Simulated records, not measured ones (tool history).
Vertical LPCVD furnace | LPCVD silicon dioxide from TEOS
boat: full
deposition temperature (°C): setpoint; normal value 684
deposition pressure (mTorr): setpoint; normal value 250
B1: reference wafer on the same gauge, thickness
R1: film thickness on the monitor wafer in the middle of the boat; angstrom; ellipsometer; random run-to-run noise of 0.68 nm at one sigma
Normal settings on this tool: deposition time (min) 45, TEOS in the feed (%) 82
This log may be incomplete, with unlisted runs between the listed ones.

{"run": 1, "day": 0.0, "deposition temperature (°C)": 684, "deposition pressure (mTorr)": 250, "deposition time (min)": 45, "TEOS in the feed (%)": 82, "B1": 188.94, "R1": 2428.8}
{"run": 2, "day": 0.517, "deposition temperature (°C)": 684, "deposition pressure (mTorr)": 250, "deposition time (min)": 45, "TEOS in the feed (%)": 82, "B1": 188.99, "R1": 2446.6}
{"run": 3, "day": 0.917, "deposition temperature (°C)": 684, "deposition pressure (mTorr)": 250, "deposition time (min)": 55.5, "TEOS in the feed (%)": 82, "B1": 189.06, "R1": 3016.3}
{"run": 4, "day": 1.254, "deposition temperature (°C)": 684, "deposition pressure (mTorr)": 250, "deposition time (min)": 55.5, "TEOS in the feed (%)": 82, "B1": 189.03, "R1": 3005.5}
{"run": 5, "day": 1.646, "deposition temperature (°C)": 684, "deposition pressure (mTorr)": 250, "deposition time (min)": 45, "TEOS in the feed (%)": 82, "B1": 188.96, "R1": 2442}
{"run": 6, "day": 2.183, "deposition temperature (°C)": 684, "deposition pressure (mTorr)": 250, "deposition time (min)": 45, "TEOS in the feed (%)": 70, "B1": 189.14, "R1": 2251.3}
{"run": 7, "day": 2.808, "deposition temperature (°C)": 684, "deposition pressure (mTorr)": 250, "deposition time (min)": 45, "TEOS in the feed (%)": 70, "B1": 188.89, "R1": 2263.2}
{"run": 8, "day": 3.358, "deposition temperature (°C)": 684, "deposition pressure (mTorr)": 250, "deposition time (min)": 45, "TEOS in the feed (%)": 82, "B1": 189.06, "R1": 2446.8}
{"run": 9, "day": 3.708, "deposition temperature (°C)": 684, "deposition pressure (mTorr)": 250, "deposition time (min)": 45, "TEOS in the feed (%)": 82, "B1": 188.98, "R1": 2442.1}
{"run": 10, "day": 4.033, "deposition temperature (°C)": 684, "deposition pressure (mTorr)": 250, "deposition time (min)": 45, "TEOS in the feed (%)": 82, "B1": 189.03, "R1": 2447.8}
{"day": 5.112, "done": "pressure gauge zeroed"}
{"run": 11, "day": 5.133, "deposition temperature (°C)": 684, "deposition pressure (mTorr)": 250, "deposition time (min)": 49.5, "TEOS in the feed (%)": 87, "B1": 188.87, "R1": 2767.3}
{"run": 12, "day": 5.308, "deposition temperature (°C)": 684, "deposition pressure (mTorr)": 250, "deposition time (min)": 45, "TEOS in the feed (%)": 82, "B1": 189.02, "R1": 2457.7}
{"run": 13, "day": 5.492, "deposition temperature (°C)": 695, "deposition pressure (mTorr)": 285, "deposition time (min)": 45, "TEOS in the feed (%)": 72, "B1": 189.02, "R1": 3156.3}
{"run": 14, "day": 6.133, "deposition temperature (°C)": 692, "deposition pressure (mTorr)": 250, "deposition time (min)": 28.5, "TEOS in the feed (%)": 82, "B1": 189.04, "R1": 1876.8}
{"run": 15, "day": 6.517, "deposition temperature (°C)": 684, "deposition pressure (mTorr)": 270, "deposition time (min)": 28, "TEOS in the feed (%)": 82, "B1": 188.99, "R1": 1586.5}
{"run": 16, "day": 7.196, "deposition temperature (°C)": 672, "deposition pressure (mTorr)": 220, "deposition time (min)": 34, "TEOS in the feed (%)": 92, "B1": 188.98, "R1": 1377.7}
{"day": 7.225, "done": "gauge calibrated"}
{"run": 17, "day": 8.417, "deposition temperature (°C)": 684, "deposition pressure (mTorr)": 250, "deposition time (min)": 45, "TEOS in the feed (%)": 97, "B1": 188.97, "R1": 2676.8}
{"run": 18, "day": 8.796, "deposition temperature (°C)": 684, "deposition pressure (mTorr)": 250, "deposition time (min)": 45, "TEOS in the feed (%)": 82, "B1": 189.09, "R1": 2459.7}
{"run": 19, "day": 9.379, "deposition temperature (°C)": 684, "deposition pressure (mTorr)": 250, "deposition time (min)": 49.5, "TEOS in the feed (%)": 87, "B1": 189.08, "R1": 2782.9}
{"day": 10.538, "done": "TEOS flow controller replaced"}
{"run": 20, "day": 10.558, "deposition temperature (°C)": 684, "deposition pressure (mTorr)": 275, "deposition time (min)": 45, "TEOS in the feed (%)": 82, "B1": 188.99, "R1": 2571.6}
{"run": 21, "day": 10.738, "deposition temperature (°C)": 678, "deposition pressure (mTorr)": 250, "deposition time (min)": 60.5, "TEOS in the feed (%)": 82, "B1": 189.07, "R1": 2865.1}
{"run": 22, "day": 11.092, "deposition temperature (°C)": 684, "deposition pressure (mTorr)": 310, "deposition time (min)": 45, "TEOS in the feed (%)": 77, "B1": 188.97, "R1": 2665.7}
{"run": 23, "day": 11.367, "deposition temperature (°C)": 693, "deposition pressure (mTorr)": 250, "deposition time (min)": 60.5, "TEOS in the feed (%)": 82, "B1": 188.96, "R1": 4113}
{"day": 12.658, "done": "thermocouples replaced and temperature profile calibrated"}
{"run": 24, "day": 12.679, "deposition temperature (°C)": 690, "deposition pressure (mTorr)": 195, "deposition time (min)": 36.5, "TEOS in the feed (%)": 90, "B1": 189, "R1": 1969.3}
{"run": 25, "day": 12.854, "deposition temperature (°C)": 684, "deposition pressure (mTorr)": 250, "deposition time (min)": 29, "TEOS in the feed (%)": 93, "B1": 188.93, "R1": 1560.3}
{"run": 26, "day": 13.138, "deposition temperature (°C)": 694, "deposition pressure (mTorr)": 310, "deposition time (min)": 37.5, "TEOS in the feed (%)": 82, "B1": 188.94, "R1": 2669.7}
{"run": 27, "day": 13.696, "deposition temperature (°C)": 687, "deposition pressure (mTorr)": 300, "deposition time (min)": 35.5, "TEOS in the feed (%)": 96, "B1": 188.9, "R1": 2286.8}
{"run": 28, "day": 14.092, "deposition temperature (°C)": 684, "deposition pressure (mTorr)": 250, "deposition time (min)": 45, "TEOS in the feed (%)": 82, "B1": 189, "R1": 2278.1}
{"run": 29, "day": 14.354, "deposition temperature (°C)": 684, "deposition pressure (mTorr)": 300, "deposition time (min)": 45, "TEOS in the feed (%)": 94, "B1": 188.97, "R1": 2667.9}
{"run": 30, "day": 14.683, "deposition temperature (°C)": 678, "deposition pressure (mTorr)": 275, "deposition time (min)": 28, "TEOS in the feed (%)": 76, "B1": 189.05, "R1": 1239.1}
{"run": 31, "day": 15.229, "deposition temperature (°C)": 684, "deposition pressure (mTorr)": 250, "deposition time (min)": 45, "TEOS in the feed (%)": 82, "B1": 189.09, "R1": 2278.3}
{"run": 32, "day": 17.004, "deposition temperature (°C)": 689, "deposition pressure (mTorr)": 250, "deposition time (min)": 32, "TEOS in the feed (%)": 95, "B1": 188.94, "R1": 1979.7}

Each row is a separate what-if for the run after 32, all from the same tool condition, not one after another. Results?
{"run": "A", "day": 17.183, "deposition temperature (°C)": 684, "deposition pressure (mTorr)": 250, "deposition time (min)": 45, "TEOS in the feed (%)": 82, "B1": "?", "R1": "?"}
{"run": "B", "day": 17.183, "deposition temperature (°C)": 684, "deposition pressure (mTorr)": 285, "deposition time (min)": 45, "TEOS in the feed (%)": 82, "B1": "?", "R1": "?"}
{"run": "C", "day": 17.183, "deposition temperature (°C)": 684, "deposition pressure (mTorr)": 225, "deposition time (min)": 27.5, "TEOS in the feed (%)": 82, "B1": "?", "R1": "?"}

run=A B1=188.96 R1=2291.4
run=B B1=188.96 R1=2446.5
run=C B1=188.96 R1=1328.4
Stripped of hidden state, with their random variation kept, the same runs would have yielded:
run=A R1=2279.1
run=B R1=2433.4
run=C R1=1321.3
